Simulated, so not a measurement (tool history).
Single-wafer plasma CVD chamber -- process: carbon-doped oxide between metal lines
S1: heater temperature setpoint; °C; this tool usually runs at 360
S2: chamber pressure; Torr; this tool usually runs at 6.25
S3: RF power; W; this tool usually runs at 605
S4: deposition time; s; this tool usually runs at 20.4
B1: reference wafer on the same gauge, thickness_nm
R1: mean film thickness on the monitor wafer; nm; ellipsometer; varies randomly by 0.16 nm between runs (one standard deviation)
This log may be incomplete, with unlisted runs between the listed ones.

run   hour   S1    S2   S3    S4       B1       R1
  1      0  360  6.25  605  20.4  116.983  103.546
  2    8.6  360  6.25  605  20.4  117.046  103.844
  3   22.6  360  5.31  605  20.4  116.994  102.195
  4   30.9  360  5.31  605  20.4  117.022  101.986
  5   38.6  360  5.31  605  20.4  116.976  102.258
  6   46.5  360  6.25  605  20.4  117.012  103.294
  7   53.2  369  6.25  605  20.4  116.987  101.008
  8   61.7  369  6.25  605  20.4  116.972  101.029
  9   69.5  360  6.25  605  20.4  117.041  103.698
 10   78.1  360  6.25  605  20.4  116.993  103.508
     100.6  -- RF generator calibrated
 11  101.1  360  6.25  605  20.4  117.023  101.108
 12  112.3  360  6.25  605  20.4  116.961  101.435
 13  122.1  360  6.25  605  20.4      117  101.171
 14  132.1  360  6.25  605  23.1  116.941  114.371
     148.9  -- RF generator calibrated, repeated, since the last time left the tool worse
 15  149.4  347  6.25  505  22.1  117.007   109.01
 16  152.6  360  5.16  605  20.4  116.941   105.36
 17  160.4  353  5.82  530  22.5   116.97  111.195
     173.2  -- showerhead replaced
 18  173.7  354  5.15  605    18  117.005   94.782
     174.9  -- gauge calibrated
 19  182.6  372  6.25  605  22.9  117.018  116.491
     193.7  -- capacitance manometer re-zeroed and calibrated
 20  194.2  360  6.25  605  20.4  117.021  107.432
 21    205  374  7.07  605  22.2  117.022  113.436
 22  213.3  360  6.25  605  20.4      117  107.437
     225.9  -- thermocouple changed; heater temperature recalibrated
 23  240.1  360  6.25  605  20.4  117.002  107.327
 24  253.6  367  7.19  545  21.5  116.986  105.495
 25  261.1  360     5  705  20.4   116.97  114.025
 26  276.1  360  6.25  605  20.4  117.029  107.186
 27  287.9  360  6.25  605  20.4  117.041  107.103
 28  297.9  364  6.25  605  22.8  117.008  118.153
 29  311.9  360  6.72  605  23.2  116.993  122.311

Measured result minus the same run's result without the hidden state. Both carry the same run-to-run variation, though not necessarily the same gauge scatter:
Hidden state at play: wafer temperature above the value expected at the setpoint (K); delivered RF power above the setpoint (%); true pressure above the setpoint (%); gauge reads high (%).
run      R1
  1  -3.854
  2  -3.893
  3  -3.874
  4  -3.893
  5  -3.927
  6  -3.993
  7  -3.926
  8  -3.953
  9  -4.083
 10  -4.103
 11  -6.371
 12  -6.392
 13  -6.376
 14  -7.208
 15   -0.28
 16  -0.264
 17  -0.287
 18  -0.238
 19  -0.293
 20  -0.271
 21  -0.286
 22  -0.271
 23  -0.275
 24  -0.278
 25  -0.289
 26  -0.279
 27  -0.281
 28  -0.311
 29  -0.327
